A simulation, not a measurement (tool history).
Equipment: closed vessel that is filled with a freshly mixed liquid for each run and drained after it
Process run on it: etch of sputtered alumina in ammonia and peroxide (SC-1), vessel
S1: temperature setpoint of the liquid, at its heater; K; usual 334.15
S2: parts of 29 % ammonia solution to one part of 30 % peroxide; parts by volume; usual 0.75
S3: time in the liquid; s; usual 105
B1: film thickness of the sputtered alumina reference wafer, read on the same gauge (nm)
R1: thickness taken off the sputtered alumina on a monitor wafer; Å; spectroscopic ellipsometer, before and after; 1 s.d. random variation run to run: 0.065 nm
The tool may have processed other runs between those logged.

run,hour,S1,S2,S3,B1,R1
1,0.0,334.15,0.75,130,99.95,141.4
2,68.4,334.15,0.75,105,100.01,114.6
3,115.5,334.15,0.75,105,100.01,113.9
4,163.7,334.15,0.75,105,100.01,113.6
5,198.2,334.15,0.75,105,100.00,113.6
6,254.7,334.15,0.75,105,99.97,112.3
7,305.1,334.15,0.75,105,100.02,113.2
# hour 395.6: new drum of ammonia solution connected
8,439.5,334.15,0.90,105,99.96,114.1
9,496.1,334.15,0.90,105,99.99,112.7
10,553.5,334.15,0.90,105,99.97,112.8
11,611.2,339.65,0.60,50,99.98,68.8
12,650.1,338.65,0.75,135,99.96,178.6
13,680.4,334.15,0.75,105,100.02,110.2
# hour 697.0: ammonia flow meter replaced
# hour 708.3: gauge calibrated
14,710.3,334.15,0.90,45,100.02,48.1
# hour 743.3: thermometer replaced
15,753.1,343.15,0.65,85,99.93,142.4
# hour 811.2: new drum of ammonia solution connected
16,820.6,343.15,0.40,105,99.97,166.3
17,888.5,334.15,0.75,105,99.98,112.4
18,1069.6,334.15,1.05,90,100.00,99.0
19,1141.0,334.15,0.75,105,100.00,110.7
# hour 1174.6: new drum of ammonia solution connected
20,1190.1,334.15,0.75,105,100.00,110.5
21,1247.4,334.15,0.75,105,99.96,110.0
22,1292.6,341.15,0.90,145,100.03,220.2
23,1323.9,327.65,0.50,70,100.00,50.9
24,1365.9,334.15,1.05,105,99.99,113.4
25,1411.5,334.15,0.90,45,100.03,47.8
26,1468.4,334.15,0.75,75,100.02,79.2
27,1510.5,339.15,0.95,130,100.03,179.6
# hour 1523.4: new drum of ammonia solution connected
28,1560.4,324.65,0.75,60,100.01,37.6

Alternative continuations, all from the tool just after run 28; predict every row:
A,1561.1,334.15,0.95,105,?,?
B,1561.1,334.15,0.75,140,?,?
C,1561.1,334.15,0.40,105,?,?
D,1561.1,342.65,0.55,50,?,?

run,B1,R1
A,100.02,112.0
B,100.02,146.1
C,100.02,103.3
D,100.02,77.4
The same runs, with their run-to-run variation unchanged, on a tool lacking any hidden condition would have given:
run,R1
A,117.3
B,153.0
C,108.1
D,80.8
